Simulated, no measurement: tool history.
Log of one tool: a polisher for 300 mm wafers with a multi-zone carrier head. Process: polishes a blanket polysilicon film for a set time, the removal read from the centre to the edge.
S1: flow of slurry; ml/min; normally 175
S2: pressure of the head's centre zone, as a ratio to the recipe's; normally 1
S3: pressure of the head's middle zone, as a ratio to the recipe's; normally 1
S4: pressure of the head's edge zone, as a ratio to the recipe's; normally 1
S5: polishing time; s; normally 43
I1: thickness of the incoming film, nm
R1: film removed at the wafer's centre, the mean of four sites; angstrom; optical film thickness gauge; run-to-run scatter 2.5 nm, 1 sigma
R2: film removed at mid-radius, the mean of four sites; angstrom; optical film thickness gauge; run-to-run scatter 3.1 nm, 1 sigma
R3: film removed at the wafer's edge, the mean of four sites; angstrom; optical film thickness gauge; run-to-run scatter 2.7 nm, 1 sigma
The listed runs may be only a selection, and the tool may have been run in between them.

| run | hour | S1 | S2 | S3 | S4 | S5 | I1 | R1 | R2 | R3 |
|---|---|---|---|---|---|---|---|---|---|---|
| 1 | 0 | 175 | 1 | 1 | 0.88 | 43 | 2086.3 | 2295 | 2196 | 2015 |
| 2 | 29.4 | 195 | 1 | 1 | 0.91 | 43 | 2076.6 | 2353 | 2219 | 2054 |
| 3 | 41.4 | 205 | 1 | 0.95 | 1.1 | 43 | 2049.1 | 2392 | 2192 | 2306 |
| 4 | 53.6 | 175 | 1 | 1 | 1 | 43 | 2090.6 | 2320 | 2125 | 2122 |
|  | 64.6 | centre zone pressure recalibrated |
|  | 106.5 | slurry nozzle cleaned |
|  | 128.5 | carrier head's membrane replaced by a new one |
| 5 | 139.4 | 175 | 1 | 1 | 1 | 36 | 2071.1 | 1760 | 1836 | 1794 |
| 6 | 159.3 | 160 | 1.06 | 1 | 0.95 | 49 | 2033.1 | 2556 | 2463 | 2408 |
| 7 | 182.8 | 175 | 1 | 0.89 | 0.93 | 33 | 2068.9 | 1623 | 1496 | 1556 |
| 8 | 199.8 | 175 | 0.93 | 0.96 | 0.96 | 43 | 2093.1 | 1950 | 2157 | 2128 |
|  | 217.2 | worn pad replaced by a new one |
| 9 | 217.7 | 175 | 1 | 1 | 1 | 43 | 2073.3 | 2124 | 2179 | 2105 |
| 10 | 235.5 | 195 | 0.92 | 1 | 1 | 43 | 2075.4 | 1965 | 2291 | 2161 |
| 11 | 260.5 | 220 | 1 | 1 | 1 | 43 | 2037 | 2277 | 2305 | 2247 |
| 12 | 281.1 | 175 | 1 | 1 | 1 | 43 | 2104.5 | 2170 | 2150 | 2119 |
| 13 | 293.7 | 155 | 1 | 0.97 | 1.04 | 33 | 2059.4 | 1586 | 1575 | 1609 |
| 14 | 306.5 | 175 | 1 | 1 | 1 | 43 | 2036.7 | 2107 | 2194 | 2166 |
| 15 | 320.6 | 175 | 1 | 1 | 1 | 43 | 2084.6 | 2163 | 2191 | 2153 |
|  | 341.2 | edge zone pressure recalibrated |
|  | 354 | slurry nozzle cleaned |
| 16 | 356.6 | 200 | 1 | 1 | 1.11 | 43 | 2070.1 | 2222 | 2274 | 2244 |
| 17 | 374 | 175 | 1 | 1 | 1.09 | 43 | 2081.6 | 2103 | 2176 | 2223 |
| 18 | 399.4 | 175 | 1 | 1 | 0.96 | 43 | 2056.8 | 2068 | 2238 | 2061 |
| 19 | 414.2 | 175 | 1 | 1 | 1 | 50 | 2107.3 | 2518 | 2586 | 2521 |
|  | 431.6 | worn pad replaced by a new one |
| 20 | 446.5 | 175 | 1 | 1.09 | 0.96 | 37 | 2057.8 | 1830 | 2084 | 1804 |
| 21 | 474 | 175 | 1 | 1 | 0.9 | 52 | 2086.3 | 2544 | 2602 | 2447 |
| 22 | 487.5 | 195 | 1.06 | 1.09 | 1 | 43 | 2064 | 2358 | 2492 | 2131 |
| 23 | 517 | 175 | 1 | 1 | 1 | 43 | 2040.5 | 2141 | 2192 | 2116 |

Each row is a separate what-if for the run after 23, all from the same tool condition, not one after another. Results?
| A | 517.4 | 175 | 1 | 1 | 1 | 35 | 2064.1 | ? | ? | ? |
| B | 517.4 | 120 | 1 | 1.03 | 1.12 | 56 | 2064.1 | ? | ? | ? |
| C | 517.4 | 175 | 0.88 | 1 | 1 | 43 | 2064.1 | ? | ? | ? |

| run | R1 | R2 | R3 |
|---|---|---|---|
| A | 1707 | 1767 | 1778 |
| B | 2377 | 2566 | 2736 |
| C | 1844 | 2172 | 2185 |
Without the tool's unlogged condition, the same runs would have read:
| run | R1 | R2 | R3 |
|---|---|---|---|
| A | 1684 | 1767 | 1778 |
| B | 2344 | 2566 | 2736 |
| C | 1818 | 2173 | 2185 |

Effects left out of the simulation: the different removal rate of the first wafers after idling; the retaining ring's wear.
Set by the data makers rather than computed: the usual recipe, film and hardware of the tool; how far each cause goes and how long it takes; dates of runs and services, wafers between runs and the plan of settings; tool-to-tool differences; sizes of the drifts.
